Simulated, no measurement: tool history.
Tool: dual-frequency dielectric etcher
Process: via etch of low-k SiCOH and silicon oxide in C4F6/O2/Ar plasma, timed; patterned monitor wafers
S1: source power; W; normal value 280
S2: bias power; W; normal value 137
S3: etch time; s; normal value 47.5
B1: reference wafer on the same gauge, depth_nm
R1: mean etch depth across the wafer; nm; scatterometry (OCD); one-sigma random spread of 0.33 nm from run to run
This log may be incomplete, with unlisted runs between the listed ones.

run     day   S1   S2    S3    B1     R1
  1       0  280  164  47.5    87   89.4
  2   1.021  280  164  47.5  87.2   89.5
  3   2.188  280  164  47.5  86.9   89.1
  4   2.942  280  137  47.5    87   81.8
  5   3.654  280  137  47.5  87.2     81
  6   4.583  280  137  47.5    87   80.6
  7   5.792  280  137  47.5  87.1   81.2
      6.875  -- gauge calibrated
  8   7.262  280  137  47.5  87.1   80.8
  9   7.929  280  117  47.5  87.1   75.3
 10   8.542  280  117  47.5    87   74.4
      9.971  -- wet clean of the chamber
 11   9.992  280  117  47.5  87.3   72.4
     10.354  -- source power generator calibrated
 12  10.375  280  137  47.5  87.2   78.2
 13  11.688  280  137    56  87.1   91.9
 14  12.729  280  137  47.5    87   77.7
      14.45  -- upper electrode replaced
     14.833  -- bias power generator calibrated
     15.346  -- wet clean of the chamber, repeated, since the last time left the tool worse
 15  15.367  280  137  47.5  87.1   82.5
 16  15.379  330  126  38.5  87.1   68.1
 17  15.583  210  124  36.5  87.2   54.9
 18  16.517  230  155  34.5    87   59.7
 19  17.992  280  160  58.5    87  109.2
 20  19.333  250  168  47.5  87.2   86.9
 21  20.308  280  154  38.5  87.1   70.1
 22  21.733  280  137  47.5  87.1   81.9
 23  22.712  230  120  47.5  87.1     71

Forecast each of these 4 alternatives for the next run:
  A  22.729  280  137  47.5   ?   ?
  B  22.729  260  116    40   ?   ?
  C  22.729  320  109  47.5   ?   ?
  D  22.729  330  154    60   ?   ?

run  B1     R1
  A  87   80.8
  B  87   61.1
  C  87   75.4
  D  87  114.1
With no hidden state in the tool, these same runs would have given:
run     R1
  A   82.6
  B   62.4
  C   77.1
  D  116.6

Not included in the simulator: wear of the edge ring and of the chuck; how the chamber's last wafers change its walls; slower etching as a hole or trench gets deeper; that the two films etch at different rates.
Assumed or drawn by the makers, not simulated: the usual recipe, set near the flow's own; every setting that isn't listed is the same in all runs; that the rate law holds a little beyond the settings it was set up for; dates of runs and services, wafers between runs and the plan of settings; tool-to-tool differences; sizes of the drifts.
